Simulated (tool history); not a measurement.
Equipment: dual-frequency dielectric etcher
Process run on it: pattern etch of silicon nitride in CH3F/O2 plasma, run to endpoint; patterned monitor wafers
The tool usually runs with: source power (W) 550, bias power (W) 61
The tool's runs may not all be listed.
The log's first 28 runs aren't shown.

run    hour  source power (W)  bias power (W)  wafers since the last listed run  hours since the last wet clean  hours since the last source power generator calibration  hours since the last bias power generator calibration  hours since the last upper electrode change  incoming incoming film thickness, nm  endpoint time (s)
     2205.4  -- source power generator calibrated
     2336.8  -- wet clean of the chamber
 29  2352.5               630              67                              1083                            15.7                                                    147.1                                                  604.8                                       1335.4                                  61.6               60.4
 30  2402.0               550              71                               327                            65.2                                                    196.6                                                  654.3                                       1384.9                                  61.5               62.5
 31  2445.9               440              52                               290                           109.1                                                    240.5                                                  698.2                                       1428.8                                  62.3               73.5
 32  2498.8               550              61                               349                           162.0                                                    293.4                                                  751.1                                       1481.7                                  61.4               64.7
 33  2747.8               610              74                              1645                           411.0                                                    542.4                                                 1000.1                                       1730.7                                  61.3               60.4
 34  2848.8               550              61                               667                           512.0                                                    643.4                                                 1101.1                                       1831.7                                  61.9               65.3
 35  2954.9               620              50                               700                           618.1                                                    749.5                                                 1207.2                                       1937.8                                  62.0               65.1
 36  3006.0               650              69                               337                           669.2                                                    800.6                                                 1258.3                                       1988.9                                  61.6               58.5

Predict each of these 3 candidate next runs independently; none follows another, all start after run 36:
  A  3006.5               450              61                                 3                           669.7                                                    801.1                                                 1258.8                                       1989.4                                  61.6                  ?
  B  3006.5               680              49                                 3                           669.7                                                    801.1                                                 1258.8                                       1989.4                                  61.6                  ?
  C  3006.5               480              46                                 3                           669.7                                                    801.1                                                 1258.8                                       1989.4                                  61.6                  ?

run  endpoint time (s)
  A               71.2
  B               62.5
  C               73.0
With no hidden state in the tool, these same runs would have given:
run  endpoint time (s)
  A               71.2
  B               62.5
  C               73.0
